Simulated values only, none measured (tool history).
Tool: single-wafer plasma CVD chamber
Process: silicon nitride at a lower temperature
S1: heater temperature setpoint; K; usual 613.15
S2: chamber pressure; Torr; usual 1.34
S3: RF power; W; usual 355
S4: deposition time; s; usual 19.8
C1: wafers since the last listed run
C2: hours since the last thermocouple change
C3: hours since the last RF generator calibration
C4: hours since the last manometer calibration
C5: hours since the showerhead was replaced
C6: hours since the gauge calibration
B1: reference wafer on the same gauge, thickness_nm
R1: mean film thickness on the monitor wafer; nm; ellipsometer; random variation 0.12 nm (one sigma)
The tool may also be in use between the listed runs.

run	hour	S1	S2	S3	S4	C1	C2	C3	C4	C5	C6	B1	R1
1	0	622.15	1.34	395	19.8	0	2131.7	1730	2056.7	4464.2	169.3	21.728	24.035
2	41.3	613.15	1.34	385	19.8	721	2173	1771.3	2098	4505.5	210.6	21.711	23.562
3	138.5	613.15	1.34	385	19.8	1697	2270.2	1868.5	2195.2	4602.7	307.8	21.669	23.377
4	176.1	613.15	1.34	385	19.8	656	2307.8	1906.1	2232.8	4640.3	345.4	21.697	23.201
5	260.5	621.15	1.34	385	19.8	1473	2392.2	1990.5	2317.2	4724.7	429.8	21.685	23.467
6	319.6	621.15	1.34	385	19.8	1031	2451.3	2049.6	2376.3	4783.8	488.9	21.721	23.61
7	397.7	613.15	1.34	355	19.8	1363	2529.4	2127.7	2454.4	4861.9	567	21.714	21.666
# hour 427.1: gauge calibrated
# hour 452.2: thermocouple changed; heater temperature recalibrated
8	499.8	613.15	1.34	355	19.8	1643	47.6	2229.8	2556.5	4964	72.7	21.697	21.73
9	572.4	628.15	1.64	355	21.1	1267	120.2	2302.4	2629.1	5036.6	145.3	21.673	24.075
# hour 617: capacitance manometer re-zeroed and calibrated
10	617.5	604.15	1.34	330	18.4	647	165.3	2347.5	0.5	5081.7	190.4	21.724	18.805
11	660.3	613.15	1.65	300	16.9	747	208.1	2390.3	43.3	5124.5	233.2	21.71	16.252
12	704.3	621.15	1.63	335	21.8	768	252.1	2434.3	87.3	5168.5	277.2	21.666	23.069
13	744.7	601.15	1.13	285	22.7	705	292.5	2474.7	127.7	5208.9	317.6	21.705	18.804
# hour 779.1: showerhead replaced, of another model than before
# hour 836.5: RF generator calibrated
14	837	613.15	1.34	355	19.8	1332	384.8	0.5	220	57.9	409.9	21.691	23.224
# hour 906.6: gauge calibrated
15	912.4	620.15	1.34	355	19.8	1316	460.2	75.9	295.4	133.3	5.8	21.718	23.058
16	982.3	613.15	1.34	355	19.8	1220	530.1	145.8	365.3	203.2	75.7	21.696	22.888
17	1089.1	603.15	1.23	355	16.7	1864	636.9	252.6	472.1	310	182.5	21.74	18.96

Hidden state or all else? Some run-to-run changes of R1, split into what the settings, what came in and random variation would give without the hidden state, and what is left for the hidden state (with any gauge scatter that isn't in both results):
The hidden state here: wafer temperature above the value expected at the setpoint (K); delivered RF power above the setpoint (%); true pressure above the setpoint (%); gauge reads high (%).
Run 11 -> 12: S1 613.15 -> 621.15, S2 1.65 -> 1.63, S3 300 -> 335, S4 16.9 -> 21.8. R1 +6.817 nm: hidden state -0.418, all else +7.235.
Run 13 -> 14: S1 601.15 -> 613.15, S2 1.13 -> 1.34, S3 285 -> 355, S4 22.7 -> 19.8, showerhead replaced, of another model than before, RF generator calibrated. R1 +4.42 nm: hidden state +1.408, all else +3.012.
